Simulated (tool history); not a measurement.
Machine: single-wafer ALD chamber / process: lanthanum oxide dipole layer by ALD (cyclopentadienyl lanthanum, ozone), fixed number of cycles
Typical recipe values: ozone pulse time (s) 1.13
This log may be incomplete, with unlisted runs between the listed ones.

run    hour  ozone pulse time (s)  wafers since the last listed run  hours since the last thermocouple change  hours since the last ozone generator service  hours since the showerhead was replaced  hours since the gauge calibration  read-back reference wafer on the same gauge, thickness_nm  mean film thickness on the monitor wafer (angstrom)
  1     0.0                  1.23                                 0                                     904.8                                        1225.3                                   1538.9                              293.8                                                      0.462                                                 4.96
  2    62.8                  1.23                               922                                     967.6                                        1288.1                                   1601.7                              356.6                                                      0.462                                                 4.97
  3   127.0                  1.23                               943                                    1031.8                                        1352.3                                   1665.9                              420.8                                                      0.462                                                 4.97
  4   164.4                  1.13                               549                                    1069.2                                        1389.7                                   1703.3                              458.2                                                      0.463                                                 4.84
  5   200.3                  1.40                               527                                    1105.1                                        1425.6                                   1739.2                              494.1                                                      0.462                                                 5.11
  6   270.5                  0.90                              1031                                    1175.3                                        1495.8                                   1809.4                              564.3                                                      0.462                                                 4.48
  7   318.5                  0.90                               705                                    1223.3                                        1543.8                                   1857.4                              612.3                                                      0.462                                                 4.46
  8   389.3                  0.90                              1039                                    1294.1                                        1614.6                                   1928.2                              683.1                                                      0.462                                                 4.46
  9   424.7                  1.13                               519                                    1329.5                                        1650.0                                   1963.6                              718.5                                                      0.462                                                 4.80
 10   493.7                  1.27                              1013                                    1398.5                                        1719.0                                   2032.6                              787.5                                                      0.462                                                 5.00
 11   548.9                  1.22                               810                                    1453.7                                        1774.2                                   2087.8                              842.7                                                      0.462                                                 4.94
 12   589.0                  1.22                               589                                    1493.8                                        1814.3                                   2127.9                              882.8                                                      0.462                                                 4.96
 13   617.9                  1.22                               424                                    1522.7                                        1843.2                                   2156.8                              911.7                                                      0.462                                                 4.92
      687.6  -- ozone generator serviced
 14   688.1                  1.13                               913                                    1592.9                                           0.5                                   2227.0                              981.9                                                      0.462                                                 4.94
 15   756.6                  1.13                              1006                                    1661.4                                          69.0                                   2295.5                             1050.4                                                      0.462                                                 4.90
 16   781.6                  1.13                               367                                    1686.4                                          94.0                                   2320.5                             1075.4                                                      0.462                                                 4.92
 17   839.5                  0.97                               850                                    1744.3                                         151.9                                   2378.4                             1133.3                                                      0.462                                                 4.68
 18   866.0                  1.13                               389                                    1770.8                                         178.4                                   2404.9                             1159.8                                                      0.462                                                 4.89
 19   924.0                  0.79                               851                                    1828.8                                         236.4                                   2462.9                             1217.8                                                      0.462                                                 4.30
 20   980.2                  1.29                               825                                    1885.0                                         292.6                                   2519.1                             1274.0                                                      0.462                                                 5.06
 21  1039.5                  1.31                               871                                    1944.3                                         351.9                                   2578.4                             1333.3                                                      0.462                                                 5.11
 22  1092.9                  1.30                               784                                    1997.7                                         405.3                                   2631.8                             1386.7                                                      0.462                                                 5.07
 23  1143.1                  1.46                               737                                    2047.9                                         455.5                                   2682.0                             1436.9                                                      0.462                                                 5.23
 24  1176.4                  0.78                               489                                    2081.2                                         488.8                                   2715.3                             1470.2                                                      0.462                                                 4.27
 25  1205.9                  0.80                               433                                    2110.7                                         518.3                                   2744.8                             1499.7                                                      0.462                                                 4.32
     1244.4  -- gauge calibrated
     1245.1  -- thermocouple changed; heater temperature recalibrated
 26  1257.6                  1.56                               641                                      12.5                                         570.0                                   2796.5                               13.2                                                      0.462                                                 5.25
     1287.9  -- showerhead replaced
 27  1328.4                  0.87                               922                                      83.3                                         640.8                                     40.5                               84.0                                                      0.462                                                 4.47
 28  1393.0                  0.90                               948                                     147.9                                         705.4                                    105.1                              148.6                                                      0.462                                                 4.50
 29  1462.5                  0.90                              1020                                     217.4                                         774.9                                    174.6                              218.1                                                      0.462                                                 4.50
 30  1503.3                  0.73                               599                                     258.2                                         815.7                                    215.4                              258.9                                                      0.462                                                 4.10
 31  1548.5                  1.53                               663                                     303.4                                         860.9                                    260.6                              304.1                                                      0.462                                                 5.21
 32  1586.4                  1.47                               556                                     341.3                                         898.8                                    298.5                              342.0                                                      0.462                                                 5.19
 33  1620.2                  1.36                               496                                     375.1                                         932.6                                    332.3                              375.8                                                      0.462                                                 5.11
 34  1676.5                  1.13                               826                                     431.4                                         988.9                                    388.6                              432.1                                                      0.462                                                 4.87

Branching from run 34: 4 alternative next runs. What would each branch give?
  A  1676.9                  0.99                                 5                                     431.8                                         989.3                                    389.0                              432.5                                                          ?                                                    ?
  B  1676.9                  0.69                                 5                                     431.8                                         989.3                                    389.0                              432.5                                                          ?                                                    ?
  C  1676.9                  0.93                                 5                                     431.8                                         989.3                                    389.0                              432.5                                                          ?                                                    ?
  D  1676.9                  1.01                                 5                                     431.8                                         989.3                                    389.0                              432.5                                                          ?                                                    ?

run  read-back reference wafer on the same gauge, thickness_nm  mean film thickness on the monitor wafer (angstrom)
  A                                                      0.462                                                 4.66
  B                                                      0.462                                                 3.97
  C                                                      0.462                                                 4.55
  D                                                      0.462                                                 4.69
With no hidden state in the tool, these same runs would have given:
run  mean film thickness on the monitor wafer (angstrom)
  A                                                 4.73
  B                                                 4.05
  C                                                 4.62
  D                                                 4.76
